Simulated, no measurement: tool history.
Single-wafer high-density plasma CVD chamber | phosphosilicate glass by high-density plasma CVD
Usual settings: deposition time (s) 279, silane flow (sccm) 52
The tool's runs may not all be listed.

| run | hour | deposition time (s) | silane flow (sccm) | wafers since the last listed run | hours since the silane flow controller was replaced | hours since the gauge calibration | read-back reference wafer on the same gauge, thickness_nm | mean film thickness on the monitor wafer (Å) |
|---|---|---|---|---|---|---|---|---|
| 1 | 0.0 | 279 | 52 | 0 | 2826.1 | 272.5 | 1251.735 | 13619.25 |
| 2 | 65.2 | 279 | 52 | 419 | 2891.3 | 337.7 | 1249.256 | 13627.54 |
| 3 | 136.6 | 279 | 55 | 458 | 2962.7 | 409.1 | 1251.020 | 14088.67 |
| 4 | 183.1 | 279 | 55 | 298 | 3009.2 | 455.6 | 1251.342 | 14023.78 |
| 5 | 247.1 | 279 | 55 | 411 | 3073.2 | 519.6 | 1250.679 | 14069.96 |
| 6 | 297.8 | 260 | 55 | 325 | 3123.9 | 570.3 | 1250.199 | 13206.08 |
| 7 | 360.6 | 234 | 52 | 403 | 3186.7 | 633.1 | 1250.984 | 11318.60 |
| 8 | 420.5 | 279 | 52 | 385 | 3246.6 | 693.0 | 1249.812 | 13451.63 |
| 9 | 455.4 | 279 | 52 | 224 | 3281.5 | 727.9 | 1250.685 | 13468.03 |
| 10 | 576.6 | 279 | 52 | 779 | 3402.7 | 849.1 | 1249.241 | 13470.90 |
| 11 | 644.0 | 279 | 52 | 433 | 3470.1 | 916.5 | 1249.526 | 13484.63 |
| 12 | 688.4 | 279 | 52 | 285 | 3514.5 | 960.9 | 1249.453 | 13518.89 |
| 13 | 750.6 | 279 | 52 | 399 | 3576.7 | 1023.1 | 1248.308 | 13515.15 |
| 14 | 777.9 | 279 | 52 | 175 | 3604.0 | 1050.4 | 1249.761 | 13454.70 |
| 15 | 826.7 | 279 | 52 | 313 | 3652.8 | 1099.2 | 1249.982 | 13419.05 |
| 16 | 860.3 | 279 | 52 | 215 | 3686.4 | 1132.8 | 1248.458 | 13494.87 |
| 17 | 929.2 | 257 | 52 | 442 | 3755.3 | 1201.7 | 1250.731 | 12351.36 |
| 18 | 972.4 | 257 | 52 | 277 | 3798.5 | 1244.9 | 1249.846 | 12480.54 |
| 19 | 1012.4 | 304 | 52 | 257 | 3838.5 | 1284.9 | 1249.827 | 14681.88 |
| 20 | 1076.5 | 304 | 52 | 412 | 3902.6 | 1349.0 | 1250.820 | 14783.01 |
| 21 | 1124.2 | 295 | 52 | 306 | 3950.3 | 1396.7 | 1248.198 | 14275.61 |
|  | 1136.0 | silane flow controller replaced |
| 22 | 1159.9 | 295 | 52 | 178 | 23.9 | 1432.4 | 1250.544 | 14933.66 |
| 23 | 1199.6 | 300 | 56 | 255 | 63.6 | 1472.1 | 1250.452 | 16094.60 |
| 24 | 1267.2 | 247 | 58 | 434 | 131.2 | 1539.7 | 1250.652 | 13570.57 |
| 25 | 1333.0 | 279 | 52 | 422 | 197.0 | 1605.5 | 1250.349 | 14004.27 |
| 26 | 1388.7 | 279 | 52 | 358 | 252.7 | 1661.2 | 1250.480 | 13966.94 |
| 27 | 1421.1 | 227 | 47 | 208 | 285.1 | 1693.6 | 1250.396 | 10370.19 |
| 28 | 1479.8 | 295 | 46 | 377 | 343.8 | 1752.3 | 1249.960 | 13209.81 |

What will run 29 give?
| 29 | 1537.5 | 307 | 48 | 370 | 401.5 | 1810.0 | ? | ? |

Run 29 gave read-back reference wafer on the same gauge, thickness_nm 1250.450, mean film thickness on the monitor wafer (Å) 14300.68.
Take away the tool's hidden state, keep the run-to-run variation as it was, and the same run would have given mean film thickness on the monitor wafer (Å) 14440.64.

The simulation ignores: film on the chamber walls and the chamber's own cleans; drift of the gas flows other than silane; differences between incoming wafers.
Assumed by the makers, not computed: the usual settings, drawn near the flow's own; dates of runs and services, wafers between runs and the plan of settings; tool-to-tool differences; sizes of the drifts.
